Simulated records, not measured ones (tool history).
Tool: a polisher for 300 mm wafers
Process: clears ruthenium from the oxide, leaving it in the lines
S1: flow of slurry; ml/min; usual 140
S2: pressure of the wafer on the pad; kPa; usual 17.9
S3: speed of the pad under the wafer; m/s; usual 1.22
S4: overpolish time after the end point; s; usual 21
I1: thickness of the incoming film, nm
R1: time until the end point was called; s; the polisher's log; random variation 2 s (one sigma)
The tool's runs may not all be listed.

run	hour	S1	S2	S3	S4	I1	R1
1	0	140	17.9	1.44	30	209.9	94.3
2	27.4	140	17.9	1.44	30	210.5	93.1
3	57.7	140	17.9	1.44	30	209.6	92.6
4	91	140	13.8	1.22	21	209.1	141.4
# hour 101.4: worn pad replaced by a new one
5	122.1	140	13.8	1.22	21	210.4	146.1
6	145.6	140	13.8	1.22	21	210	136.6
7	220.5	150	17.9	1.22	21	208.4	107.9
8	232.7	150	17.9	1.22	21	209.3	106.3
# hour 257: worn pad replaced by a new one
9	261.5	140	17.9	1.22	21	212.1	111.4
10	277.8	155	21.4	1.22	21	212.1	91.1
# hour 340.1: slurry nozzle cleaned
11	354.7	155	21.4	1.22	21	205.7	86.2
12	378.5	155	21.4	1.22	21	211.8	91.1
13	404.1	140	17.9	1.22	21	209.1	105.9
# hour 413.4: worn pad replaced by a new one
# hour 419.3: head pressure recalibrated
14	430.8	140	17.9	1.42	8	209.2	94.1
15	447.2	140	17.9	1.22	21	209.4	110.4
16	472.1	105	17.9	1.22	21	209.5	118
17	493.2	140	20.7	1.06	21	209	110.4
18	505.9	140	17.9	1.22	21	209.7	112.8
19	526.7	165	17.9	1.06	21	206.4	120.7
20	554.2	140	17.9	1.22	21	211.2	113.2
# hour 576.9: worn pad replaced by a new one
21	586.7	90	22.8	1.34	14	211.2	88
22	610.7	140	17.9	1.22	21	207.9	112.1
23	632.7	140	14.5	1.4	17	209.4	116.9
24	664.2	140	17.9	1.22	21	211.6	110.2
25	698.9	140	17.9	0.86	21	210.1	154.8
# hour 715.4: worn pad replaced by a new one
26	733.9	155	15.9	0.84	31	212.5	178.9
27	761.1	175	21.4	0.8	8	211.2	137.5

5 ways to go on from here, each from the tool as it stands after run 27. What would each give?
A	761.6	140	17.9	1.22	25	210.3	?
B	761.6	115	22.8	1.54	21	210.3	?
C	761.6	140	21.4	1.22	21	210.3	?
D	761.6	125	22.8	1.48	34	210.3	?
E	761.6	140	20.7	1.22	28	210.3	?

run	R1
A	110
B	71.8
C	92.3
D	73.2
E	95.4
Without the tool's hidden state the same runs would have given:
run	R1
A	110
B	71.8
C	92.3
D	73.2
E	95.4

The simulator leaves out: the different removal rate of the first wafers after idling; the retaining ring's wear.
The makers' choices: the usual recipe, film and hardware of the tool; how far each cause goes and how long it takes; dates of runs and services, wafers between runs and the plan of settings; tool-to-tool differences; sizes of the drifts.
